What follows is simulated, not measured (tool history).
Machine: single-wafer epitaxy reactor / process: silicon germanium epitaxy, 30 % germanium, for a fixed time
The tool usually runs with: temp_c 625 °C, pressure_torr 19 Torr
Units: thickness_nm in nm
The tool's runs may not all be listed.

| run | day | temp_c | pressure_torr | wafers since the last listed run | hours since the last pyrometer calibration | hours since the last manometer calibration | hours since the showerhead was replaced | hours since the gauge calibration | read-back reference wafer on the same gauge, thickness_nm | thickness_nm |
|---|---|---|---|---|---|---|---|---|---|---|
| 1 | 0 | 625 | 17.2 | 0 | 1349.8 | 2417.3 | 5117.5 | 1887 | 79.76 | 75.53 |
| 2 | 2.65 | 625 | 19 | 1619 | 1413.4 | 2480.9 | 5181.1 | 1950.6 | 79.906 | 78.911 |
| 3 | 6.25 | 625 | 19 | 2199 | 1499.8 | 2567.3 | 5267.5 | 2037 | 79.874 | 79.368 |
|  | 6.925 | pyrometer calibrated |
| 4 | 8.271 | 625 | 19 | 1031 | 32.3 | 2615.8 | 5316 | 2085.5 | 79.829 | 81.722 |
| 5 | 9.925 | 625 | 19 | 1010 | 72 | 2655.5 | 5355.7 | 2125.2 | 79.834 | 82.473 |
| 6 | 11.888 | 625 | 19 | 1199 | 119.1 | 2702.6 | 5402.8 | 2172.3 | 79.735 | 82.023 |
| 7 | 15.508 | 625 | 19 | 2212 | 206 | 2789.5 | 5489.7 | 2259.2 | 79.857 | 81.691 |
| 8 | 18.054 | 625 | 22.6 | 1555 | 267.1 | 2850.6 | 5550.8 | 2320.3 | 79.818 | 87.535 |
| 9 | 20.362 | 625 | 22.6 | 1410 | 322.5 | 2906 | 5606.2 | 2375.7 | 79.778 | 86.826 |
| 10 | 29.321 | 625 | 22.6 | 5473 | 537.5 | 3121 | 5821.2 | 2590.7 | 79.833 | 85.188 |
|  | 30.742 | showerhead replaced |
| 11 | 33.267 | 625 | 17.5 | 2207 | 632.2 | 3215.7 | 60.6 | 2685.4 | 79.738 | 76.739 |
|  | 35.929 | capacitance manometer re-zeroed and calibrated |
| 12 | 35.95 | 625 | 17.5 | 1435 | 696.6 | 0.5 | 125 | 2749.8 | 79.77 | 79.115 |
| 13 | 39.308 | 625 | 17.5 | 2051 | 777.2 | 81.1 | 205.6 | 2830.4 | 79.821 | 79.08 |
|  | 42.071 | gauge calibrated |
| 14 | 43.258 | 613 | 17.1 | 2413 | 872 | 175.9 | 300.4 | 28.5 | 79.769 | 65.2 |
| 15 | 44.875 | 625 | 19 | 987 | 910.8 | 214.7 | 339.2 | 67.3 | 79.691 | 81.551 |
| 16 | 48.329 | 625 | 19 | 2110 | 993.7 | 297.6 | 422.1 | 150.2 | 79.825 | 80.366 |
| 17 | 50.554 | 625 | 20.9 | 1359 | 1047.1 | 351 | 475.5 | 203.6 | 79.778 | 84.53 |
| 18 | 52.729 | 617 | 23.1 | 1328 | 1099.3 | 403.2 | 527.7 | 255.8 | 79.79 | 77.535 |
| 19 | 56.121 | 615 | 22.1 | 2072 | 1180.7 | 484.6 | 609.1 | 337.2 | 79.814 | 73.252 |
| 20 | 57.821 | 625 | 17.5 | 1038 | 1221.5 | 525.4 | 649.9 | 378 | 79.763 | 76.939 |
| 21 | 60.258 | 625 | 17.5 | 1489 | 1280 | 583.9 | 708.4 | 436.5 | 79.782 | 77.836 |
| 22 | 62.588 | 631 | 22.6 | 1423 | 1335.9 | 639.8 | 764.3 | 492.4 | 79.757 | 93.948 |
| 23 | 64.975 | 637 | 16.6 | 1458 | 1393.2 | 697.1 | 821.6 | 549.7 | 79.679 | 89.916 |
| 24 | 66.671 | 625 | 19 | 1036 | 1433.9 | 737.8 | 862.3 | 590.4 | 79.778 | 79.257 |

Run 25, settings as shown, results not yet in. Your forecast:
| 25 | 70.246 | 613 | 14.7 | 2184 | 1519.7 | 823.6 | 948.1 | 676.2 | ? | ? |

Run 25 came out at read-back reference wafer on the same gauge, thickness_nm 79.794, thickness_nm 58.956 nm.
Take away the tool's hidden state, keep the run-to-run variation as it was, and the same run would have given thickness_nm 63.634 nm.

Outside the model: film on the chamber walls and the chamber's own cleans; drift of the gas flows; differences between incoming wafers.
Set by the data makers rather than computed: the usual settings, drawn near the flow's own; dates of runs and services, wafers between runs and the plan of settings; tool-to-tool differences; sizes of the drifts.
